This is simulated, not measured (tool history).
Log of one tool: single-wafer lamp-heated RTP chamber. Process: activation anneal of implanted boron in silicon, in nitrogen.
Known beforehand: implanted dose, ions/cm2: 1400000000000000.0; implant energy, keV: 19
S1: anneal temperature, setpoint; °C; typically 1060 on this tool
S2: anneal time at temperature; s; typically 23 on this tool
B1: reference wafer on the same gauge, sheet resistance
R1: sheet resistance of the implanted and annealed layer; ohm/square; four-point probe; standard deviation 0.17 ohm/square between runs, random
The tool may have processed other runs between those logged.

Run 1, hour 0.0: usual settings; B1 85.17. Result: R1 80.07 ohm/square.
Run 2, hour 63.8: usual settings but S2 33 s; B1 85.16. Result: R1 79.43 ohm/square.
Run 3, hour 129.9: usual settings but S2 33 s; B1 85.11. Result: R1 79.24 ohm/square.
Run 4, hour 219.8: usual settings but S2 33 s; B1 85.24. Result: R1 79.57 ohm/square.
Run 5, hour 292.3: usual settings; B1 85.19. Result: R1 80.20 ohm/square.
Run 6, hour 339.5: usual settings but S1 1068 °C; B1 85.22. Result: R1 79.16 ohm/square.
Run 7, hour 414.8: usual settings but S1 1068 °C; B1 85.16. Result: R1 79.33 ohm/square.
Run 8, hour 510.4: usual settings; B1 85.25. Result: R1 79.70 ohm/square.
At hour 565.8: reflector plate cleaned.
Run 9, hour 590.2: usual settings; B1 85.23. Result: R1 79.62 ohm/square.
At hour 602.2: pyrometer window cleaned and pyrometer calibrated.
Run 10, hour 646.7: usual settings; B1 85.21. Result: R1 80.46 ohm/square.
Run 11, hour 738.5: usual settings but S1 1046 °C; B1 85.11. Result: R1 81.49 ohm/square.
Run 12, hour 779.9: usual settings but S2 13 s; B1 85.19. Result: R1 81.17 ohm/square.
Run 13, hour 822.6: usual settings but S2 13 s; B1 85.25. Result: R1 81.13 ohm/square.
Run 14, hour 900.5: usual settings but S2 13 s; B1 85.23. Result: R1 80.99 ohm/square.
Run 15, hour 937.0: usual settings; B1 85.21. Result: R1 80.13 ohm/square.
Run 16, hour 1017.0: usual settings but S1 1051 °C, S2 16 s; B1 85.29. Result: R1 81.23 ohm/square.
Run 17, hour 1054.6: usual settings; B1 85.21. Result: R1 80.08 ohm/square.
At hour 1091.1: gauge calibrated.
Run 18, hour 1107.9: usual settings; B1 85.29. Result: R1 79.47 ohm/square.
Run 19, hour 1206.1: usual settings but S1 1050 °C, S2 19 s; B1 85.22. Result: R1 80.92 ohm/square.
At hour 1237.8: reflector plate cleaned.
Run 20, hour 1251.6: usual settings but S1 1074 °C, S2 33 s; B1 85.30. Result: R1 78.03 ohm/square.
At hour 1294.8: pyrometer window cleaned and pyrometer calibrated.
Run 21, hour 1321.2: usual settings but S1 1050 °C, S2 19 s; B1 85.28. Result: R1 81.69 ohm/square.
Run 22, hour 1366.8: usual settings but S1 1042 °C; B1 85.30. Result: R1 82.04 ohm/square.
Run 23, hour 1468.3: usual settings but S1 1043 °C, S2 13 s; B1 85.15. Result: R1 82.10 ohm/square.
Run 24, hour 1541.3: usual settings; B1 85.13. Result: R1 80.60 ohm/square.
Run 25, hour 1611.5: usual settings but S2 13 s; B1 85.25. Result: R1 81.30 ohm/square.
Run 26, hour 1703.2: usual settings but S1 1070 °C, S2 34 s; B1 85.23. Result: R1 78.60 ohm/square.
At hour 1798.2: reflector plate cleaned.
Run 27, hour 1798.7: usual settings; B1 85.24. Result: R1 79.72 ohm/square.

Run 28, settings as shown, results not yet in. Your forecast:
Run 28, hour 1842.2: usual settings but S1 1090 °C, S2 12 s; B1 ?. Result: R1 ?.

B1: 85.21
R1: 80.18 ohm/square
Had the tool carried no hidden state, the very same run would have given R1 80.75 ohm/square.

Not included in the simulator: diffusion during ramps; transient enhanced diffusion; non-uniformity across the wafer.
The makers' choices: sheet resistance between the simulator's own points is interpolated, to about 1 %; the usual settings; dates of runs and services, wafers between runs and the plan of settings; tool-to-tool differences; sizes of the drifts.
